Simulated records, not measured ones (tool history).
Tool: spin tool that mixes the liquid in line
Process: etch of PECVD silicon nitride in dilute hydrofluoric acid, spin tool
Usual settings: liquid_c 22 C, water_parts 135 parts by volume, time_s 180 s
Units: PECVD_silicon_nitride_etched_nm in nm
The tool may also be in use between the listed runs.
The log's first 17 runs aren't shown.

run,hour,liquid_c,water_parts,time_s,wafers since the last listed run,hours since the thermometer was replaced,hours since the hydrofluoric acid flow meter was replaced,hours since the gauge calibration,"read-back film thickness of the PECVD silicon nitride reference wafer, read on the same gauge (nm)",PECVD_silicon_nitride_etched_nm
18,753.9,18.5,135,180,200,1299.5,222.7,1470.5,94.247,2.616
# hour 755.6: thermometer replaced
19,814.5,17.5,75,70,493,58.9,283.3,1531.1,94.627,1.732
20,956.2,22,135,180,1173,200.6,425,1672.8,95.479,3.466
# hour 994.9: gauge calibrated
21,1016,25,80,90,495,260.4,484.8,21.1,89.588,3.264
# hour 1024: hydrofluoric acid flow meter replaced
22,1126.1,22,135,180,903,370.5,102.1,131.2,89.636,3.138
23,1152.5,19.5,195,180,218,396.9,128.5,157.6,89.602,1.877
24,1184.8,22,135,180,267,429.2,160.8,189.9,89.682,3.226
25,1227.2,24,175,100,351,471.6,203.2,232.3,89.729,1.581
26,1268.7,26.5,80,180,343,513.1,244.7,273.8,89.739,7.255
27,1298.7,22,195,140,248,543.1,274.7,303.8,89.815,1.733
28,1345.4,26,175,85,386,589.8,321.4,350.5,89.852,1.532
29,1399.5,22,135,180,447,643.9,375.5,404.6,89.896,3.217
30,1425.1,22,90,275,211,669.5,401.1,430.2,89.971,7.36
31,1467.3,22,75,180,349,711.7,443.3,472.4,90.04,5.648

Run 32 comes next. What will it give?
# hour 1499.1: hydrofluoric acid flow meter replaced
32,1515.6,23.5,155,180,391,760,16.5,520.7,?,?

read-back film thickness of the PECVD silicon nitride reference wafer, read on the same gauge (nm): 90.125
PECVD_silicon_nitride_etched_nm: 3.092 nm
Without the tool's hidden state the same run would have given PECVD_silicon_nitride_etched_nm 3.088 nm.
